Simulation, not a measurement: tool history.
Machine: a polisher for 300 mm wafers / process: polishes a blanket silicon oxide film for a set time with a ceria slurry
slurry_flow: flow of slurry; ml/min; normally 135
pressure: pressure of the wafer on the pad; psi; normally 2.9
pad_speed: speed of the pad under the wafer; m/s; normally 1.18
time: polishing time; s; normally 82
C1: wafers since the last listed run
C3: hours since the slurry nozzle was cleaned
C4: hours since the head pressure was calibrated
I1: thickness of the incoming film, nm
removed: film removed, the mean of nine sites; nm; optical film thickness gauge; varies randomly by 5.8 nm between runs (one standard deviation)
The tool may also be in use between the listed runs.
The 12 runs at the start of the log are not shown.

At hour 610.8: worn pad replaced by a new one.
Run 13, hour 626.2: usual settings but pressure 3.5 psi, time 95 s; C1 289; wafers polished on this pad 113; C3 221; C4 360.5; I1 1538.3. Result: removed 506.1 nm.
At hour 672.9: slurry nozzle cleaned.
Run 14, hour 677.8: usual settings but pressure 3.5 psi, time 95 s; C1 370; wafers polished on this pad 484; C3 4.9; C4 412.1; I1 1542.1. Result: removed 497.5 nm.
Run 15, hour 734.1: usual settings but pressure 3.5 psi, time 95 s; C1 412; wafers polished on this pad 896; C3 61.2; C4 468.4; I1 1525.3. Result: removed 496.4 nm.
Run 16, hour 777.9: usual settings; C1 321; wafers polished on this pad 1217; C3 105; C4 512.2; I1 1504.8. Result: removed 342.6 nm.
At hour 887: head pressure recalibrated.
At hour 911.2: worn pad replaced by a new one.
Run 17, hour 917.5: usual settings but pressure 3.7 psi, pad_speed 1.4 m/s; C1 979; wafers polished on this pad 46; C3 244.6; C4 30.5; I1 1555.5. Result: removed 597.4 nm.
Run 18, hour 944.6: usual settings; C1 198; wafers polished on this pad 245; C3 271.7; C4 57.6; I1 1535.9. Result: removed 393.1 nm.
At hour 964.5: slurry nozzle cleaned.
Run 19, hour 980.7: usual settings; C1 257; wafers polished on this pad 502; C3 16.2; C4 93.7; I1 1518.1. Result: removed 381.6 nm.
Run 20, hour 1040.1: usual settings but slurry_flow 175 ml/min, pressure 2.3 psi; C1 435; wafers polished on this pad 937; C3 75.6; C4 153.1; I1 1513.7. Result: removed 305.4 nm.
Run 21, hour 1098.2: usual settings; C1 425; wafers polished on this pad 1363; C3 133.7; C4 211.2; I1 1537.1. Result: removed 371.5 nm.
Run 22, hour 1126.5: usual settings but slurry_flow 150 ml/min; C1 207; wafers polished on this pad 1571; C3 162; C4 239.5; I1 1536. Result: removed 362.7 nm.
At hour 1188.1: worn pad replaced by a new one.
Run 23, hour 1188.6: usual settings but slurry_flow 155 ml/min, pressure 3.9 psi; C1 425; wafers polished on this pad 3; C3 224.1; C4 301.6; I1 1559.8. Result: removed 531.4 nm.
Run 24, hour 1209.5: usual settings but pressure 2 psi, pad_speed 0.98 m/s, time 101 s; C1 153; wafers polished on this pad 157; C3 245; C4 322.5; I1 1544.9. Result: removed 268.6 nm.
Run 25, hour 1268.3: usual settings but slurry_flow 100 ml/min, pressure 2.4 psi; C1 431; wafers polished on this pad 588; C3 303.8; C4 381.3; I1 1512.5. Result: removed 288.5 nm.
At hour 1299.5: slurry nozzle cleaned.
Run 26, hour 1318.6: usual settings but slurry_flow 120 ml/min; C1 361; wafers polished on this pad 949; C3 19.1; C4 431.6; I1 1509.5. Result: removed 354.9 nm.
Run 27, hour 1368.8: usual settings but slurry_flow 155 ml/min, pad_speed 0.88 m/s; C1 367; wafers polished on this pad 1317; C3 69.3; C4 481.8; I1 1523. Result: removed 267.8 nm.
Run 28, hour 1400.8: usual settings but slurry_flow 115 ml/min, time 105 s; C1 234; wafers polished on this pad 1552; C3 101.3; C4 513.8; I1 1538.8. Result: removed 427.3 nm.
Run 29, hour 1480.7: usual settings but time 111 s; C1 585; wafers polished on this pad 2137; C3 181.2; C4 593.7; I1 1515.7. Result: removed 435.8 nm.
Run 30, hour 1532.7: usual settings but slurry_flow 120 ml/min, pressure 3.3 psi, pad_speed 0.92 m/s, time 59 s; C1 381; wafers polished on this pad 2518; C3 233.2; C4 645.7; I1 1510.3. Result: removed 190.7 nm.

Forecast each of these 3 alternatives for the next run:
Run A, hour 1533.1: usual settings but slurry_flow 175 ml/min; C1 2; wafers polished on this pad 2521; C3 233.6; C4 646.1; I1 1552.1. Result: removed ?.
Run B, hour 1533.1: usual settings but slurry_flow 125 ml/min, pressure 3.3 psi, time 101 s; C1 2; wafers polished on this pad 2521; C3 233.6; C4 646.1; I1 1552.1. Result: removed ?.
Run C, hour 1533.1: usual settings but slurry_flow 155 ml/min; C1 2; wafers polished on this pad 2521; C3 233.6; C4 646.1; I1 1552.1. Result: removed ?.

run  removed
  A    311.8
  B    416.7
  C    306.8
Without the tool's hidden state the same runs would have given:
run  removed
  A    411.9
  B    550.5
  C    405.3
